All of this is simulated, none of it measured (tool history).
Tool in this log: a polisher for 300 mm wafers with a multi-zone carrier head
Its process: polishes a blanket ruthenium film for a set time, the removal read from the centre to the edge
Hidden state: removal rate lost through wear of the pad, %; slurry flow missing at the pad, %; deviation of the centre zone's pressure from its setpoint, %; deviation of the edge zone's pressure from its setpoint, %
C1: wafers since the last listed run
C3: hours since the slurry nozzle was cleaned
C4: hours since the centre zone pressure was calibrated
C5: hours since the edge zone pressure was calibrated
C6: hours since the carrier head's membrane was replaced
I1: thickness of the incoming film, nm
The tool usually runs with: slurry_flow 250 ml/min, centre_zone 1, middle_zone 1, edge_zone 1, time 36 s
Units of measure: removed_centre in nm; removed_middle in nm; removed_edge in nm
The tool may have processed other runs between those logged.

Run 1, hour 0: usual settings; C1 0; wafers polished on this pad 239; C3 391.9; C4 335; C5 221.2; C6 1282.7; I1 602.3. Result: removed_centre 42.6 nm, removed_middle 42 nm, removed_edge 42.8 nm.
Run 2, hour 53: usual settings but middle_zone 1.1; C1 732; wafers polished on this pad 971; C3 444.9; C4 388; C5 274.2; C6 1335.7; I1 609.7. Result: removed_centre 42.8 nm, removed_middle 45.3 nm, removed_edge 42.6 nm.
Run 3, hour 254.1: usual settings but middle_zone 1.1; C1 2779; wafers polished on this pad 3751; C3 646; C4 589.1; C5 475.3; C6 1536.8; I1 598. Result: removed_centre 42.6 nm, removed_middle 44.9 nm, removed_edge 42.4 nm.
At hour 347.7: worn pad replaced by a new one.
At hour 418.3: carrier head's membrane replaced by a new one.
At hour 432.6: slurry nozzle cleaned.
Run 4, hour 449.3: usual settings but middle_zone 1.1; C1 2559; wafers polished on this pad 1321; C3 16.7; C4 784.3; C5 670.5; C6 31; I1 611.9. Result: removed_centre 43.5 nm, removed_middle 45.2 nm, removed_edge 43.1 nm.
At hour 557.7: centre zone pressure recalibrated.
Run 5, hour 558.2: usual settings; C1 1477; wafers polished on this pad 2799; C3 125.6; C4 0.5; C5 779.4; C6 139.9; I1 600.2. Result: removed_centre 42.8 nm, removed_middle 41.7 nm, removed_edge 42.7 nm.
Run 6, hour 662.3: usual settings; C1 1438; wafers polished on this pad 4238; C3 229.7; C4 104.6; C5 883.5; C6 244; I1 592.5. Result: removed_centre 43 nm, removed_middle 42.2 nm, removed_edge 43.3 nm.
At hour 734.4: worn pad replaced by a new one.
Run 7, hour 747.9: usual settings but edge_zone 1.04; C1 1127; wafers polished on this pad 186; C3 315.3; C4 190.2; C5 969.1; C6 329.6; I1 609.8. Result: removed_centre 43.7 nm, removed_middle 42.2 nm, removed_edge 44 nm.
Run 8, hour 808.9: usual settings but slurry_flow 180 ml/min, middle_zone 0.97; C1 843; wafers polished on this pad 1029; C3 376.3; C4 251.2; C5 1030.1; C6 390.6; I1 605.6. Result: removed_centre 41.3 nm, removed_middle 39.5 nm, removed_edge 41.3 nm.
Run 9, hour 864.4: usual settings but slurry_flow 180 ml/min, middle_zone 0.97; C1 767; wafers polished on this pad 1796; C3 431.8; C4 306.7; C5 1085.6; C6 446.1; I1 601.5. Result: removed_centre 41.2 nm, removed_middle 39.1 nm, removed_edge 42.5 nm.
At hour 942.4: edge zone pressure recalibrated.
Run 10, hour 972: usual settings but middle_zone 0.96; C1 1459; wafers polished on this pad 3255; C3 539.4; C4 414.3; C5 29.6; C6 553.7; I1 603.1. Result: removed_centre 42.7 nm, removed_middle 40.6 nm, removed_edge 43.2 nm.
Run 11, hour 1033.5: usual settings but slurry_flow 320 ml/min, edge_zone 0.94; C1 850; wafers polished on this pad 4105; C3 600.9; C4 475.8; C5 91.1; C6 615.2; I1 593.8. Result: removed_centre 43.9 nm, removed_middle 42.3 nm, removed_edge 42 nm.
Run 12, hour 1117.4: usual settings but slurry_flow 280 ml/min, time 41 s; C1 1159; wafers polished on this pad 5265; C3 684.8; C4 559.7; C5 175; C6 699.1; I1 606.5. Result: removed_centre 48.8 nm, removed_middle 48.5 nm, removed_edge 48.3 nm.
At hour 1149.1: worn pad replaced by a new one.
Run 13, hour 1196.8: usual settings but slurry_flow 210 ml/min, centre_zone 0.9, middle_zone 1.04, time 32 s; C1 1042; wafers polished on this pad 659; C3 764.2; C4 639.1; C5 254.4; C6 778.5; I1 599.9. Result: removed_centre 32.9 nm, removed_middle 36.4 nm, removed_edge 36.7 nm.
Run 14, hour 1238: usual settings but centre_zone 1.05, edge_zone 1.05; C1 569; wafers polished on this pad 1228; C3 805.4; C4 680.3; C5 295.6; C6 819.7; I1 595. Result: removed_centre 44 nm, removed_middle 40.9 nm, removed_edge 43.3 nm.
Run 15, hour 1277: usual settings; C1 539; wafers polished on this pad 1767; C3 844.4; C4 719.3; C5 334.6; C6 858.7; I1 602.9. Result: removed_centre 42 nm, removed_middle 40.2 nm, removed_edge 42.1 nm.
Run 16, hour 1338.5: usual settings but centre_zone 0.94, edge_zone 0.91, time 24 s; C1 850; wafers polished on this pad 2618; C3 905.9; C4 780.8; C5 396.1; C6 920.2; I1 596.5. Result: removed_centre 25.9 nm, removed_middle 26.8 nm, removed_edge 26.3 nm.
Run 17, hour 1376.4: usual settings; C1 523; wafers polished on this pad 3141; C3 943.8; C4 818.7; C5 434; C6 958.1; I1 598.2. Result: removed_centre 41.3 nm, removed_middle 40.6 nm, removed_edge 41.8 nm.
At hour 1390.6: slurry nozzle cleaned.
At hour 1460.6: centre zone pressure recalibrated.
Run 18, hour 1461.1: usual settings; C1 1129; wafers polished on this pad 4271; C3 70.5; C4 0.5; C5 518.7; C6 1042.8; I1 592.4. Result: removed_centre 43.3 nm, removed_middle 42.2 nm, removed_edge 43.1 nm.
At hour 1532.4: worn pad replaced by a new one.
Run 19, hour 1541.8: usual settings but centre_zone 1.04, time 29 s; C1 1060; wafers polished on this pad 129; C3 151.2; C4 81.2; C5 599.4; C6 1123.5; I1 607.3. Result: removed_centre 36.2 nm, removed_middle 33.7 nm, removed_edge 34.4 nm.
Run 20, hour 1620.4: usual settings but centre_zone 1.1, time 27 s; C1 1086; wafers polished on this pad 1215; C3 229.8; C4 159.8; C5 678; C6 1202.1; I1 609.4. Result: removed_centre 35.8 nm, removed_middle 31.4 nm, removed_edge 32.3 nm.
Run 21, hour 1709.6: usual settings but slurry_flow 305 ml/min, edge_zone 0.91; C1 1232; wafers polished on this pad 2448; C3 319; C4 249; C5 767.2; C6 1291.3; I1 606.6. Result: removed_centre 43.5 nm, removed_middle 42.7 nm, removed_edge 41.1 nm.
Run 22, hour 1748.3: usual settings but slurry_flow 285 ml/min, edge_zone 1.09; C1 534; wafers polished on this pad 2983; C3 357.7; C4 287.7; C5 805.9; C6 1330; I1 609.9. Result: removed_centre 43.9 nm, removed_middle 42.6 nm, removed_edge 45.3 nm.
Run 23, hour 1797.6: usual settings; C1 681; wafers polished on this pad 3664; C3 407; C4 337; C5 855.2; C6 1379.3; I1 592.2. Result: removed_centre 42.9 nm, removed_middle 41.6 nm, removed_edge 42.8 nm.

Hidden condition of the tool, last listed run before each entry between runs versus first listed run after:
Between runs 3 and 4: worn pad replaced by a new one (hour 347.7); carrier head's membrane replaced by a new one (hour 418.3); slurry nozzle cleaned (hour 432.6)
  slurry flow missing at the pad, %: 21 -> 2.07
  measured result minus the result with no hidden state, removed_centre: -1.2 -> -0.1 nm; removed_middle: -1 -> -0.1 nm; removed_edge: -0.8 -> -0.1 nm
Between runs 4 and 5: centre zone pressure recalibrated (hour 557.7)
  slurry flow missing at the pad, %: 2.07 -> 2.71
  measured result minus the result with no hidden state, removed_centre: -0.1 -> -0.1 nm; removed_middle: -0.1 -> -0.1 nm; removed_edge: -0.1 -> -0.1 nm
Between runs 6 and 7: worn pad replaced by a new one (hour 734.4)
  slurry flow missing at the pad, %: 4.26 -> 6.2
  measured result minus the result with no hidden state, removed_centre: -0.2 -> -0.3 nm; removed_middle: -0.2 -> -0.2 nm; removed_edge: -0.2 -> -0.2 nm
Between runs 9 and 10: edge zone pressure recalibrated (hour 942.4)
  slurry flow missing at the pad, %: 9.84 -> 14.2
  measured result minus the result with no hidden state, removed_centre: -0.6 -> -0.7 nm; removed_middle: -0.5 -> -0.6 nm; removed_edge: -0.4 -> -0.5 nm
Between runs 12 and 13: worn pad replaced by a new one (hour 1149.1)
  slurry flow missing at the pad, %: 21.6 -> 26.4
  measured result minus the result with no hidden state, removed_centre: -1.2 -> -1.3 nm; removed_middle: -1.1 -> -1.3 nm; removed_edge: -0.8 -> -1 nm
Between runs 17 and 18: slurry nozzle cleaned (hour 1390.6); centre zone pressure recalibrated (hour 1460.6)
  slurry flow missing at the pad, %: 39.2 -> 4.94
  measured result minus the result with no hidden state, removed_centre: -2.5 -> -0.2 nm; removed_middle: -2.2 -> -0.2 nm; removed_edge: -1.7 -> -0.1 nm
Between runs 18 and 19: worn pad replaced by a new one (hour 1532.4)
  slurry flow missing at the pad, %: 4.94 -> 5.69
  measured result minus the result with no hidden state, removed_centre: -0.2 -> -0.2 nm; removed_middle: -0.2 -> -0.2 nm; removed_edge: -0.1 -> -0.1 nm
